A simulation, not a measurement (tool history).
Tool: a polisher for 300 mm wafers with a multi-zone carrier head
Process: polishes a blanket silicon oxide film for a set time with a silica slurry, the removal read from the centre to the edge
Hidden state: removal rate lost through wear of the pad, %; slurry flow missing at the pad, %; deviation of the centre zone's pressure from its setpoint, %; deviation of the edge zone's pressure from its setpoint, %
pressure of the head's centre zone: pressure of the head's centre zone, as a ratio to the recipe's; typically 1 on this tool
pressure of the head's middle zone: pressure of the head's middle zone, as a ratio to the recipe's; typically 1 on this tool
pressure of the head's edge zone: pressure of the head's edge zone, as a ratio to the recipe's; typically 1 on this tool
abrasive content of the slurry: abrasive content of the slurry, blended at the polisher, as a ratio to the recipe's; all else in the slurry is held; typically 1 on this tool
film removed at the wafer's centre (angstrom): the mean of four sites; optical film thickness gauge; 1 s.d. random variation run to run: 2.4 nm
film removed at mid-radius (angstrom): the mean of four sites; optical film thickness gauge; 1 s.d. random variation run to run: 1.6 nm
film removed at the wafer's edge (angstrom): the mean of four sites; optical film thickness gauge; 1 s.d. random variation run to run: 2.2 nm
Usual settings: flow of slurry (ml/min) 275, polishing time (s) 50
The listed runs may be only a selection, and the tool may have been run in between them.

run	hour	flow of slurry (ml/min)	pressure of the head's centre zone	pressure of the head's middle zone	pressure of the head's edge zone	abrasive content of the slurry	polishing time (s)	wafers since the last listed run	wafers polished on this pad	hours since the slurry nozzle was cleaned	hours since the centre zone pressure was calibrated	hours since the edge zone pressure was calibrated	hours since the carrier head's membrane was replaced	incoming thickness of the incoming film, nm	film removed at the wafer's centre (angstrom)	film removed at mid-radius (angstrom)	film removed at the wafer's edge (angstrom)
1	0	305	0.94	1	1	1	50	0	2814	455.7	33.6	36.7	14.5	842.4	1525	1597	1582
# hour 34.9: slurry nozzle cleaned
2	38.6	305	0.94	1	1	1	50	303	3117	3.7	72.2	75.3	53.1	837.3	1535	1578	1617
# hour 120.5: worn pad replaced by a new one
3	123.9	275	1	1	1	1	50	655	27	89	157.5	160.6	138.4	829.2	1780	1723	1737
4	193.1	275	1	0.95	1	0.8	50	557	584	158.2	226.7	229.8	207.6	826.4	1590	1516	1528
5	319.8	275	1	1	1	1	50	1021	1606	284.9	353.4	356.5	334.3	821.7	1689	1664	1695
6	362	275	1	1	1	1	50	340	1946	327.1	395.6	398.7	376.5	827.4	1627	1657	1637
7	419.8	315	0.89	0.96	1	0.8	50	465	2412	384.9	453.4	456.5	434.3	834.2	1350	1426	1479
8	504.1	275	1	1	1	1	50	679	3092	469.2	537.7	540.8	518.6	838.4	1617	1567	1566
# hour 559.4: slurry nozzle cleaned
9	583.4	275	1	1.04	1	1	50	631	3723	24	617	620.1	597.9	832.1	1585	1588	1533
10	653.9	275	1	1	1	1	50	568	4291	94.5	687.5	690.6	668.4	818.1	1518	1509	1472
# hour 675.7: worn pad replaced by a new one
# hour 684.9: centre zone pressure recalibrated
11	757.1	275	1	1	1	1	33	783	639	197.7	72.2	793.8	771.6	828.9	1102	1125	1099
12	810.2	275	1	1	1.08	1	61	428	1067	250.8	125.3	846.9	824.7	823.2	2048	2007	2082
13	848.9	275	1.03	1	1	0.8	37	311	1379	289.5	164	885.6	863.4	823.8	1165	1112	1108
# hour 886.5: edge zone pressure recalibrated
14	931.5	275	1	1	1	1	50	649	2029	372.1	246.6	45	946	827.8	1657	1609	1610
# hour 991.8: carrier head's membrane replaced by a new one
15	1021.7	275	0.9	1	1	1.2	50	686	2716	462.3	336.8	135.2	29.9	824.7	1510	1681	1656
16	1115.7	275	1	1	1	1.25	50	757	3474	556.3	430.8	229.2	123.9	833.9	1698	1666	1611
# hour 1143.1: slurry nozzle cleaned
17	1170	275	1	1	1	1	38	429	3904	26.9	485.1	283.5	178.2	838	1167	1142	1128
18	1209.1	275	1	1	1.09	1.1	34	315	4219	66	524.2	322.6	217.3	834.4	1078	1021	1103
# hour 1274.1: worn pad replaced by a new one
19	1285.9	275	1	1	1	1	34	586	95	142.8	601	399.4	294.1	821.3	1181	1174	1166
20	1377.4	235	1	0.96	0.92	1.15	50	737	832	234.3	692.5	490.9	385.6	830.3	1781	1700	1710
# hour 1545.3: centre zone pressure recalibrated
21	1634.1	275	1	1	1	1	50	2053	2886	491	88.8	747.6	642.3	833.4	1644	1557	1526

Results per run with the tool's hidden condition removed, run-to-run variation unchanged:
run	film removed at the wafer's centre (angstrom)	film removed at mid-radius (angstrom)	film removed at the wafer's edge (angstrom)
1	1683	1763	1747
2	1713	1762	1804
3	1785	1729	1743
4	1624	1548	1561
5	1785	1758	1791
6	1738	1771	1749
7	1466	1549	1606
8	1798	1743	1741
9	1803	1807	1745
10	1764	1753	1711
11	1146	1170	1144
12	2161	2118	2197
13	1242	1186	1181
14	1808	1756	1757
15	1690	1882	1854
16	1953	1916	1853
17	1365	1335	1319
18	1276	1208	1305
19	1190	1184	1176
20	1839	1756	1766
21	1823	1725	1692
